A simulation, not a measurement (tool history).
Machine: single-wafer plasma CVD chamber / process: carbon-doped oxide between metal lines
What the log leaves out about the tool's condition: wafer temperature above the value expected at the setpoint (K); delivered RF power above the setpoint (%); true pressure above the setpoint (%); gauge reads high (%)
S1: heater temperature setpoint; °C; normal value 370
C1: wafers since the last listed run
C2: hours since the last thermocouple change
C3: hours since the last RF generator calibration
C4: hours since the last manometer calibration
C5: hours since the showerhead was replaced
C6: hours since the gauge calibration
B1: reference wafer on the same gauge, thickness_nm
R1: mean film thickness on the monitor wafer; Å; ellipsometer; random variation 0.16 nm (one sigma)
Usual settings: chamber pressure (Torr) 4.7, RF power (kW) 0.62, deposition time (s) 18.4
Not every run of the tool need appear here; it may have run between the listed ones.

{"run": 1, "day": 0.0, "S1": 370, "chamber pressure (Torr)": 4.7, "RF power (kW)": 0.62, "deposition time (s)": 21.1, "C1": 0, "C2": 1208.5, "C3": 2608, "C4": 1183.5, "C5": 7005.2, "C6": 111.3, "B1": 108.99, "R1": 1113.68}
{"day": 0.333, "done": "gauge calibrated"}
{"run": 2, "day": 0.429, "S1": 370, "chamber pressure (Torr)": 5.58, "RF power (kW)": 0.715, "deposition time (s)": 18.4, "C1": 279, "C2": 1218.8, "C3": 2618.3, "C4": 1193.8, "C5": 7015.5, "C6": 2.3, "B1": 108.984, "R1": 1140.12}
{"run": 3, "day": 0.946, "S1": 370, "chamber pressure (Torr)": 4.7, "RF power (kW)": 0.62, "deposition time (s)": 18.4, "C1": 336, "C2": 1231.2, "C3": 2630.7, "C4": 1206.2, "C5": 7027.9, "C6": 14.7, "B1": 108.953, "R1": 976.65}
{"run": 4, "day": 1.692, "S1": 370, "chamber pressure (Torr)": 4.7, "RF power (kW)": 0.62, "deposition time (s)": 18.4, "C1": 485, "C2": 1249.1, "C3": 2648.6, "C4": 1224.1, "C5": 7045.8, "C6": 32.6, "B1": 109.007, "R1": 979.59}
{"run": 5, "day": 2.071, "S1": 370, "chamber pressure (Torr)": 4.7, "RF power (kW)": 0.62, "deposition time (s)": 18.4, "C1": 246, "C2": 1258.2, "C3": 2657.7, "C4": 1233.2, "C5": 7054.9, "C6": 41.7, "B1": 109.037, "R1": 974.34}
{"run": 6, "day": 2.725, "S1": 370, "chamber pressure (Torr)": 4.7, "RF power (kW)": 0.62, "deposition time (s)": 18.4, "C1": 425, "C2": 1273.9, "C3": 2673.4, "C4": 1248.9, "C5": 7070.6, "C6": 57.4, "B1": 109.05, "R1": 974.06}
{"day": 3.204, "done": "capacitance manometer re-zeroed and calibrated"}
{"run": 7, "day": 3.367, "S1": 370, "chamber pressure (Torr)": 4.7, "RF power (kW)": 0.62, "deposition time (s)": 18.4, "C1": 200, "C2": 1289.3, "C3": 2688.8, "C4": 3.9, "C5": 7086, "C6": 72.8, "B1": 109.059, "R1": 975.21}
{"day": 3.738, "done": "RF generator calibrated"}
{"day": 4.371, "done": "showerhead replaced"}
{"run": 8, "day": 4.896, "S1": 364, "chamber pressure (Torr)": 4.7, "RF power (kW)": 0.62, "deposition time (s)": 15, "C1": 561, "C2": 1326, "C3": 27.8, "C4": 40.6, "C5": 12.6, "C6": 109.5, "B1": 109.063, "R1": 882.45}
{"run": 9, "day": 5.242, "S1": 376, "chamber pressure (Torr)": 4.7, "RF power (kW)": 0.62, "deposition time (s)": 22, "C1": 225, "C2": 1334.3, "C3": 36.1, "C4": 48.9, "C5": 20.9, "C6": 117.8, "B1": 108.981, "R1": 1247.14}
{"day": 5.383, "done": "gauge calibrated"}
{"run": 10, "day": 5.583, "S1": 370, "chamber pressure (Torr)": 4.7, "RF power (kW)": 0.62, "deposition time (s)": 18.4, "C1": 222, "C2": 1342.5, "C3": 44.3, "C4": 57.1, "C5": 29.1, "C6": 4.8, "B1": 109.046, "R1": 1056.85}
{"day": 6.208, "done": "thermocouple changed; heater temperature recalibrated"}
{"run": 11, "day": 6.229, "S1": 362, "chamber pressure (Torr)": 5.87, "RF power (kW)": 0.52, "deposition time (s)": 21.6, "C1": 203, "C2": 0.5, "C3": 59.8, "C4": 72.6, "C5": 44.6, "C6": 20.3, "B1": 108.956, "R1": 1078.65}
{"run": 12, "day": 6.746, "S1": 370, "chamber pressure (Torr)": 4.7, "RF power (kW)": 0.69, "deposition time (s)": 19.8, "C1": 336, "C2": 12.9, "C3": 72.2, "C4": 85, "C5": 57, "C6": 32.7, "B1": 108.981, "R1": 1252.67}
{"run": 13, "day": 7.45, "S1": 370, "chamber pressure (Torr)": 4.25, "RF power (kW)": 0.62, "deposition time (s)": 15.5, "C1": 458, "C2": 29.8, "C3": 89.1, "C4": 101.9, "C5": 73.9, "C6": 49.6, "B1": 108.976, "R1": 879.52}
{"run": 14, "day": 7.954, "S1": 370, "chamber pressure (Torr)": 5.28, "RF power (kW)": 0.62, "deposition time (s)": 20.7, "C1": 328, "C2": 41.9, "C3": 101.2, "C4": 114, "C5": 86, "C6": 61.7, "B1": 108.976, "R1": 1203.67}

Same runs, no hidden state in the tool, same run-to-run variation:
run=1 R1=1218.5
run=2 R1=1244.59
run=3 R1=1068.69
run=4 R1=1072.01
run=5 R1=1066.3
run=6 R1=1066.08
run=7 R1=1067.42
run=8 R1=888.16
run=9 R1=1256.2
run=10 R1=1065.34
run=11 R1=1089.36
run=12 R1=1265.68
run=13 R1=890.2
run=14 R1=1219.58
